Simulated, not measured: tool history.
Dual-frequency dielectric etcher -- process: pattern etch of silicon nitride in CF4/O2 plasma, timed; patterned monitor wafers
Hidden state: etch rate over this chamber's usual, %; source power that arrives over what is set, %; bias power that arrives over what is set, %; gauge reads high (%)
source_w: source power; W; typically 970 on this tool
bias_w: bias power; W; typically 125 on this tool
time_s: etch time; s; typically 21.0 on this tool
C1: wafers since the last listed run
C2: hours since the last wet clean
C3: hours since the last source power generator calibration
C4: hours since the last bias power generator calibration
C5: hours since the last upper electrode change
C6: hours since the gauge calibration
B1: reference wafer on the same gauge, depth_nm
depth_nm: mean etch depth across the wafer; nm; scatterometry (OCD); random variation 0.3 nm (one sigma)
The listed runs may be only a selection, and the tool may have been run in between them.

{"run": 1, "day": 0.0, "source_w": 970, "bias_w": 125, "time_s": 21.0, "C1": 0, "C2": 285.5, "C3": 1486.4, "C4": 1307.0, "C5": 3505.0, "C6": 2261.1, "B1": 56.1, "depth_nm": 69.7}
{"run": 2, "day": 4.154, "source_w": 970, "bias_w": 125, "time_s": 21.0, "C1": 1847, "C2": 385.2, "C3": 1586.1, "C4": 1406.7, "C5": 3604.7, "C6": 2360.8, "B1": 56.1, "depth_nm": 70.3}
{"run": 3, "day": 8.471, "source_w": 970, "bias_w": 125, "time_s": 21.0, "C1": 1919, "C2": 488.8, "C3": 1689.7, "C4": 1510.3, "C5": 3708.3, "C6": 2464.4, "B1": 56.1, "depth_nm": 70.8}
{"day": 11.383, "done": "wet clean of the chamber"}
{"run": 4, "day": 16.0, "source_w": 970, "bias_w": 125, "time_s": 21.0, "C1": 2903, "C2": 110.8, "C3": 1870.4, "C4": 1691.0, "C5": 3889.0, "C6": 2645.1, "B1": 56.1, "depth_nm": 69.4}
{"run": 5, "day": 17.688, "source_w": 910, "bias_w": 125, "time_s": 21.0, "C1": 750, "C2": 151.3, "C3": 1910.9, "C4": 1731.5, "C5": 3929.5, "C6": 2685.6, "B1": 56.1, "depth_nm": 65.9}
{"run": 6, "day": 19.75, "source_w": 970, "bias_w": 125, "time_s": 21.0, "C1": 917, "C2": 200.8, "C3": 1960.4, "C4": 1781.0, "C5": 3979.0, "C6": 2735.1, "B1": 56.1, "depth_nm": 69.5}
{"run": 7, "day": 26.946, "source_w": 970, "bias_w": 125, "time_s": 21.0, "C1": 3199, "C2": 373.5, "C3": 2133.1, "C4": 1953.7, "C5": 4151.7, "C6": 2907.8, "B1": 56.1, "depth_nm": 70.9}
{"day": 30.85, "done": "gauge calibrated"}
{"run": 8, "day": 31.304, "source_w": 970, "bias_w": 125, "time_s": 21.0, "C1": 1937, "C2": 478.1, "C3": 2237.7, "C4": 2058.3, "C5": 4256.3, "C6": 10.9, "B1": 56.1, "depth_nm": 70.6}
{"run": 9, "day": 33.421, "source_w": 970, "bias_w": 125, "time_s": 21.0, "C1": 941, "C2": 528.9, "C3": 2288.5, "C4": 2109.1, "C5": 4307.1, "C6": 61.7, "B1": 56.1, "depth_nm": 70.5}
{"day": 34.783, "done": "wet clean of the chamber"}
{"run": 10, "day": 37.558, "source_w": 970, "bias_w": 125, "time_s": 21.0, "C1": 1395, "C2": 66.6, "C3": 2387.8, "C4": 2208.4, "C5": 4406.4, "C6": 161.0, "B1": 56.1, "depth_nm": 69.6}
{"run": 11, "day": 39.396, "source_w": 970, "bias_w": 125, "time_s": 21.0, "C1": 817, "C2": 110.7, "C3": 2431.9, "C4": 2252.5, "C5": 4450.5, "C6": 205.1, "B1": 56.1, "depth_nm": 69.5}
{"run": 12, "day": 41.479, "source_w": 970, "bias_w": 125, "time_s": 21.0, "C1": 926, "C2": 160.7, "C3": 2481.9, "C4": 2302.5, "C5": 4500.5, "C6": 255.1, "B1": 56.1, "depth_nm": 69.9}
{"run": 13, "day": 44.179, "source_w": 970, "bias_w": 125, "time_s": 21.0, "C1": 1200, "C2": 225.5, "C3": 2546.7, "C4": 2367.3, "C5": 4565.3, "C6": 319.9, "B1": 56.1, "depth_nm": 70.2}
{"run": 14, "day": 47.029, "source_w": 970, "bias_w": 125, "time_s": 21.0, "C1": 1267, "C2": 293.9, "C3": 2615.1, "C4": 2435.7, "C5": 4633.7, "C6": 388.3, "B1": 56.1, "depth_nm": 70.5}
{"run": 15, "day": 50.183, "source_w": 1080, "bias_w": 138, "time_s": 16.0, "C1": 1402, "C2": 369.6, "C3": 2690.8, "C4": 2511.4, "C5": 4709.4, "C6": 464.0, "B1": 56.1, "depth_nm": 60.5}
{"run": 16, "day": 54.246, "source_w": 970, "bias_w": 125, "time_s": 21.0, "C1": 1806, "C2": 467.1, "C3": 2788.3, "C4": 2608.9, "C5": 4806.9, "C6": 561.5, "B1": 56.1, "depth_nm": 71.1}
{"run": 17, "day": 55.904, "source_w": 970, "bias_w": 141, "time_s": 23.5, "C1": 737, "C2": 506.9, "C3": 2828.1, "C4": 2648.7, "C5": 4846.7, "C6": 601.3, "B1": 56.1, "depth_nm": 81.9}
{"day": 57.621, "done": "wet clean of the chamber"}
{"run": 18, "day": 57.808, "source_w": 1070, "bias_w": 125, "time_s": 16.0, "C1": 402, "C2": 4.5, "C3": 2873.8, "C4": 2694.4, "C5": 4892.4, "C6": 647.0, "B1": 56.1, "depth_nm": 57.7}
{"run": 19, "day": 62.196, "source_w": 900, "bias_w": 153, "time_s": 25.5, "C1": 1950, "C2": 109.8, "C3": 2979.1, "C4": 2799.7, "C5": 4997.7, "C6": 752.3, "B1": 56.1, "depth_nm": 84.4}
{"run": 20, "day": 64.129, "source_w": 970, "bias_w": 125, "time_s": 21.0, "C1": 859, "C2": 156.2, "C3": 3025.5, "C4": 2846.1, "C5": 5044.1, "C6": 798.7, "B1": 56.1, "depth_nm": 70.0}
{"day": 66.912, "done": "upper electrode replaced"}
{"run": 21, "day": 67.883, "source_w": 900, "bias_w": 153, "time_s": 25.5, "C1": 1224, "C2": 246.3, "C3": 3115.6, "C4": 2936.2, "C5": 23.3, "C6": 888.8, "B1": 56.1, "depth_nm": 84.7}
{"day": 69.096, "done": "bias power generator calibrated"}
{"run": 22, "day": 73.929, "source_w": 970, "bias_w": 133, "time_s": 25.0, "C1": 2614, "C2": 391.4, "C3": 3260.7, "C4": 116.0, "C5": 168.4, "C6": 1033.9, "B1": 56.1, "depth_nm": 85.1}
{"run": 23, "day": 76.842, "source_w": 810, "bias_w": 125, "time_s": 21.0, "C1": 1294, "C2": 461.3, "C3": 3330.6, "C4": 185.9, "C5": 238.3, "C6": 1103.8, "B1": 56.1, "depth_nm": 60.7}
{"day": 78.7, "done": "source power generator calibrated"}
{"run": 24, "day": 79.342, "source_w": 970, "bias_w": 147, "time_s": 16.0, "C1": 1037, "C2": 521.3, "C3": 15.4, "C4": 245.9, "C5": 298.3, "C6": 1163.8, "B1": 56.1, "depth_nm": 56.4}
{"day": 80.542, "done": "wet clean of the chamber"}
{"run": 25, "day": 81.5, "source_w": 890, "bias_w": 125, "time_s": 24.5, "C1": 515, "C2": 23.0, "C3": 67.2, "C4": 297.7, "C5": 350.1, "C6": 1215.6, "B1": 56.1, "depth_nm": 75.3}
{"run": 26, "day": 83.358, "source_w": 970, "bias_w": 125, "time_s": 25.0, "C1": 826, "C2": 67.6, "C3": 111.8, "C4": 342.3, "C5": 394.7, "C6": 1260.2, "B1": 56.1, "depth_nm": 82.5}
{"run": 27, "day": 85.462, "source_w": 970, "bias_w": 111, "time_s": 21.0, "C1": 935, "C2": 118.1, "C3": 162.3, "C4": 392.8, "C5": 445.2, "C6": 1310.7, "B1": 56.1, "depth_nm": 67.2}

For run 28, what comes out?
{"run": 28, "day": 87.029, "source_w": 970, "bias_w": 95, "time_s": 21.0, "C1": 696, "C2": 155.7, "C3": 199.9, "C4": 430.4, "C5": 482.8, "C6": 1348.3, "B1": "?", "depth_nm": "?"}

Run 28 gave B1 56.1, depth_nm 64.8 nm.
Had the tool carried no hidden state, the very same run would have given depth_nm 64.4 nm.

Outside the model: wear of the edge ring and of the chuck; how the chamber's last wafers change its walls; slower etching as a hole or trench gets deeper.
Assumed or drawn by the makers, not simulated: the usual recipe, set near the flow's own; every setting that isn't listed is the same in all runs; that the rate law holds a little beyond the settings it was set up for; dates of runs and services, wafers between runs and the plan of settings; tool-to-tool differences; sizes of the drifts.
